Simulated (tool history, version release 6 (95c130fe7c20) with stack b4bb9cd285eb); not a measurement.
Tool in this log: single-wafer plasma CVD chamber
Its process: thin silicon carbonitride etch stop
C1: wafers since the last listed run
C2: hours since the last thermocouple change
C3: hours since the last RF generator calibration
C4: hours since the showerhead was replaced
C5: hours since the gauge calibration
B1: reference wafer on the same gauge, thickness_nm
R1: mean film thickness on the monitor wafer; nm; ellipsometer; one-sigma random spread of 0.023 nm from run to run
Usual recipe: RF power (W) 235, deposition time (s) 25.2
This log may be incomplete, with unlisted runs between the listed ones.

{"run": 1, "hour": 0.0, "RF power (W)": 200, "deposition time (s)": 25.2, "C1": 0, "C2": 1479.2, "C3": 714.8, "C4": 1495.1, "C5": 1256.8, "B1": 16.298, "R1": 14.483}
{"run": 2, "hour": 63.5, "RF power (W)": 235, "deposition time (s)": 25.2, "C1": 1523, "C2": 1542.7, "C3": 778.3, "C4": 1558.6, "C5": 1320.3, "B1": 16.306, "R1": 14.959}
{"hour": 194.4, "done": "thermocouple changed; heater temperature recalibrated"}
{"hour": 370.2, "done": "gauge calibrated"}
{"run": 3, "hour": 386.3, "RF power (W)": 235, "deposition time (s)": 25.2, "C1": 7550, "C2": 191.9, "C3": 1101.1, "C4": 1881.4, "C5": 16.1, "B1": 16.296, "R1": 14.917}
{"run": 4, "hour": 463.1, "RF power (W)": 235, "deposition time (s)": 25.2, "C1": 1842, "C2": 268.7, "C3": 1177.9, "C4": 1958.2, "C5": 92.9, "B1": 16.301, "R1": 14.922}
{"run": 5, "hour": 531.6, "RF power (W)": 235, "deposition time (s)": 25.2, "C1": 1643, "C2": 337.2, "C3": 1246.4, "C4": 2026.7, "C5": 161.4, "B1": 16.3, "R1": 14.927}
{"run": 6, "hour": 714.9, "RF power (W)": 235, "deposition time (s)": 25.2, "C1": 4396, "C2": 520.5, "C3": 1429.7, "C4": 2210.0, "C5": 344.7, "B1": 16.302, "R1": 14.904}
{"run": 7, "hour": 760.4, "RF power (W)": 235, "deposition time (s)": 25.2, "C1": 1091, "C2": 566.0, "C3": 1475.2, "C4": 2255.5, "C5": 390.2, "B1": 16.3, "R1": 14.891}
{"run": 8, "hour": 921.9, "RF power (W)": 235, "deposition time (s)": 25.2, "C1": 3873, "C2": 727.5, "C3": 1636.7, "C4": 2417.0, "C5": 551.7, "B1": 16.299, "R1": 14.895}
{"run": 9, "hour": 1025.9, "RF power (W)": 220, "deposition time (s)": 28.7, "C1": 2494, "C2": 831.5, "C3": 1740.7, "C4": 2521.0, "C5": 655.7, "B1": 16.297, "R1": 16.695}
{"run": 10, "hour": 1129.0, "RF power (W)": 220, "deposition time (s)": 28.7, "C1": 2472, "C2": 934.6, "C3": 1843.8, "C4": 2624.1, "C5": 758.8, "B1": 16.3, "R1": 16.671}
{"hour": 1225.7, "done": "RF generator calibrated"}
{"run": 11, "hour": 1228.7, "RF power (W)": 220, "deposition time (s)": 28.7, "C1": 2199, "C2": 1034.3, "C3": 3.0, "C4": 2723.8, "C5": 858.5, "B1": 16.299, "R1": 17.036}
{"run": 12, "hour": 1287.7, "RF power (W)": 235, "deposition time (s)": 25.2, "C1": 1415, "C2": 1093.3, "C3": 62.0, "C4": 2782.8, "C5": 917.5, "B1": 16.299, "R1": 15.153}
{"run": 13, "hour": 1341.5, "RF power (W)": 235, "deposition time (s)": 25.2, "C1": 1290, "C2": 1147.1, "C3": 115.8, "C4": 2836.6, "C5": 971.3, "B1": 16.294, "R1": 15.087}
{"run": 14, "hour": 1383.2, "RF power (W)": 235, "deposition time (s)": 25.2, "C1": 1000, "C2": 1188.8, "C3": 157.5, "C4": 2878.3, "C5": 1013.0, "B1": 16.3, "R1": 15.085}
{"run": 15, "hour": 1431.4, "RF power (W)": 215, "deposition time (s)": 25.2, "C1": 1156, "C2": 1237.0, "C3": 205.7, "C4": 2926.5, "C5": 1061.2, "B1": 16.304, "R1": 14.791}
{"run": 16, "hour": 1515.2, "RF power (W)": 215, "deposition time (s)": 25.2, "C1": 2010, "C2": 1320.8, "C3": 289.5, "C4": 3010.3, "C5": 1145.0, "B1": 16.3, "R1": 14.771}
{"run": 17, "hour": 1565.3, "RF power (W)": 265, "deposition time (s)": 28.9, "C1": 1201, "C2": 1370.9, "C3": 339.6, "C4": 3060.4, "C5": 1195.1, "B1": 16.3, "R1": 17.638}
{"run": 18, "hour": 1617.8, "RF power (W)": 250, "deposition time (s)": 21.1, "C1": 1259, "C2": 1423.4, "C3": 392.1, "C4": 3112.9, "C5": 1247.6, "B1": 16.303, "R1": 12.774}
{"hour": 1646.8, "done": "gauge calibrated"}
{"run": 19, "hour": 1720.5, "RF power (W)": 215, "deposition time (s)": 20.4, "C1": 2463, "C2": 1526.1, "C3": 494.8, "C4": 3215.6, "C5": 73.7, "B1": 16.303, "R1": 11.98}
{"run": 20, "hour": 1802.4, "RF power (W)": 235, "deposition time (s)": 25.2, "C1": 1964, "C2": 1608.0, "C3": 576.7, "C4": 3297.5, "C5": 155.6, "B1": 16.3, "R1": 15.0}
{"run": 21, "hour": 1852.7, "RF power (W)": 250, "deposition time (s)": 21.1, "C1": 1206, "C2": 1658.3, "C3": 627.0, "C4": 3347.8, "C5": 205.9, "B1": 16.298, "R1": 12.732}
{"hour": 1875.1, "done": "thermocouple changed; heater temperature recalibrated"}
{"run": 22, "hour": 1959.1, "RF power (W)": 235, "deposition time (s)": 25.2, "C1": 2360, "C2": 84.0, "C3": 733.4, "C4": 3454.2, "C5": 312.3, "B1": 16.302, "R1": 14.98}
{"run": 23, "hour": 2031.4, "RF power (W)": 220, "deposition time (s)": 28.1, "C1": 1734, "C2": 156.3, "C3": 805.7, "C4": 3526.5, "C5": 384.6, "B1": 16.298, "R1": 16.448}
{"run": 24, "hour": 2120.3, "RF power (W)": 200, "deposition time (s)": 28.4, "C1": 2132, "C2": 245.2, "C3": 894.6, "C4": 3615.4, "C5": 473.5, "B1": 16.294, "R1": 16.314}
{"run": 25, "hour": 2198.4, "RF power (W)": 235, "deposition time (s)": 28.3, "C1": 1873, "C2": 323.3, "C3": 972.7, "C4": 3693.5, "C5": 551.6, "B1": 16.299, "R1": 16.759}
{"hour": 2270.2, "done": "showerhead replaced"}
{"run": 26, "hour": 2302.3, "RF power (W)": 220, "deposition time (s)": 27.3, "C1": 2300, "C2": 427.2, "C3": 1076.6, "C4": 32.1, "C5": 655.5, "B1": 16.298, "R1": 15.964}
{"run": 27, "hour": 2376.7, "RF power (W)": 210, "deposition time (s)": 29.4, "C1": 1784, "C2": 501.6, "C3": 1151.0, "C4": 106.5, "C5": 729.9, "B1": 16.302, "R1": 17.036}
{"run": 28, "hour": 2440.9, "RF power (W)": 190, "deposition time (s)": 26.9, "C1": 1539, "C2": 565.8, "C3": 1215.2, "C4": 170.7, "C5": 794.1, "B1": 16.304, "R1": 15.283}
{"run": 29, "hour": 2507.7, "RF power (W)": 190, "deposition time (s)": 22.5, "C1": 1602, "C2": 632.6, "C3": 1282.0, "C4": 237.5, "C5": 860.9, "B1": 16.293, "R1": 12.742}
{"run": 30, "hour": 2601.3, "RF power (W)": 250, "deposition time (s)": 20.4, "C1": 2245, "C2": 726.2, "C3": 1375.6, "C4": 331.1, "C5": 954.5, "B1": 16.305, "R1": 12.248}
{"run": 31, "hour": 2680.3, "RF power (W)": 200, "deposition time (s)": 23.3, "C1": 1894, "C2": 805.2, "C3": 1454.6, "C4": 410.1, "C5": 1033.5, "B1": 16.299, "R1": 13.343}
{"run": 32, "hour": 2757.6, "RF power (W)": 250, "deposition time (s)": 23.8, "C1": 1854, "C2": 882.5, "C3": 1531.9, "C4": 487.4, "C5": 1110.8, "B1": 16.299, "R1": 14.258}
{"run": 33, "hour": 2856.4, "RF power (W)": 215, "deposition time (s)": 29.4, "C1": 2369, "C2": 981.3, "C3": 1630.7, "C4": 586.2, "C5": 1209.6, "B1": 16.297, "R1": 17.069}

Consider 4 possible next runs. They are alternatives, not a sequence: every one starts from the tool as it was left by run 33. What does each give?
{"run": "A", "hour": 2856.8, "RF power (W)": 235, "deposition time (s)": 25.2, "C1": 9, "C2": 981.7, "C3": 1631.1, "C4": 586.6, "C5": 1210.0, "B1": "?", "R1": "?"}
{"run": "B", "hour": 2856.8, "RF power (W)": 235, "deposition time (s)": 22.4, "C1": 9, "C2": 981.7, "C3": 1631.1, "C4": 586.6, "C5": 1210.0, "B1": "?", "R1": "?"}
{"run": "C", "hour": 2856.8, "RF power (W)": 280, "deposition time (s)": 23.0, "C1": 9, "C2": 981.7, "C3": 1631.1, "C4": 586.6, "C5": 1210.0, "B1": "?", "R1": "?"}
{"run": "D", "hour": 2856.8, "RF power (W)": 215, "deposition time (s)": 27.5, "C1": 9, "C2": 981.7, "C3": 1631.1, "C4": 586.6, "C5": 1210.0, "B1": "?", "R1": "?"}

run=A B1=16.304 R1=14.906
run=B B1=16.304 R1=13.250
run=C B1=16.304 R1=14.116
run=D B1=16.304 R1=15.977
With the hidden condition removed and each run's random variation left untouched, the same runs would have given:
run=A R1=15.157
run=B R1=13.473
run=C R1=14.353
run=D R1=16.246

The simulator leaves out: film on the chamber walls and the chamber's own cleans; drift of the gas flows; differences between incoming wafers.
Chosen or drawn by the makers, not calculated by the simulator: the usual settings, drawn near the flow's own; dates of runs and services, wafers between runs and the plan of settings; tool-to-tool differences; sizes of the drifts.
